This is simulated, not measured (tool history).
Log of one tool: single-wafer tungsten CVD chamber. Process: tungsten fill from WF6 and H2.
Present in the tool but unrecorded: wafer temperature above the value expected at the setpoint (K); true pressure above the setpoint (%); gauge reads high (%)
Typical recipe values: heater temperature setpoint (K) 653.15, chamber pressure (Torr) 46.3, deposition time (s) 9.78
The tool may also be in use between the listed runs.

| run | hour | heater temperature setpoint (K) | chamber pressure (Torr) | deposition time (s) | wafers since the last listed run | hours since the last thermocouple change | hours since the last manometer calibration | hours since the showerhead was replaced | hours since the gauge calibration | read-back reference wafer on the same gauge, thickness_nm | mean film thickness on the monitor wafer (Å) |
|---|---|---|---|---|---|---|---|---|---|---|---|
| 1 | 0.0 | 653.15 | 41.5 | 9.78 | 0 | 996.0 | 1761.7 | 3482.0 | 132.8 | 17.003 | 191.18 |
| 2 | 30.0 | 653.15 | 41.5 | 9.78 | 846 | 1026.0 | 1791.7 | 3512.0 | 162.8 | 17.008 | 190.46 |
| 3 | 54.4 | 653.15 | 41.5 | 9.78 | 688 | 1050.4 | 1816.1 | 3536.4 | 187.2 | 17.009 | 189.94 |
| 4 | 81.4 | 653.15 | 53.5 | 9.78 | 761 | 1077.4 | 1843.1 | 3563.4 | 214.2 | 16.994 | 211.11 |
|  | 110.3 | thermocouple changed; heater temperature recalibrated |
| 5 | 110.8 | 653.15 | 53.5 | 9.78 | 603 | 0.5 | 1872.5 | 3592.8 | 243.6 | 16.993 | 223.15 |
| 6 | 137.0 | 653.15 | 53.5 | 9.78 | 739 | 26.7 | 1898.7 | 3619.0 | 269.8 | 17.017 | 223.50 |
|  | 152.4 | showerhead replaced, of another model than before |
| 7 | 154.7 | 653.15 | 46.3 | 9.78 | 273 | 44.4 | 1916.4 | 2.3 | 287.5 | 17.001 | 208.86 |

Forecast run 8:
|  | 157.9 | gauge calibrated |
| 8 | 179.0 | 667.15 | 35.2 | 11.56 | 685 | 68.7 | 1940.7 | 26.6 | 21.1 | ? | ? |

read-back reference wafer on the same gauge, thickness_nm: 16.985
mean film thickness on the monitor wafer (Å): 319.15
Take away the tool's hidden state, keep the run-to-run variation as it was, and the same run would have given mean film thickness on the monitor wafer (Å) 321.44.
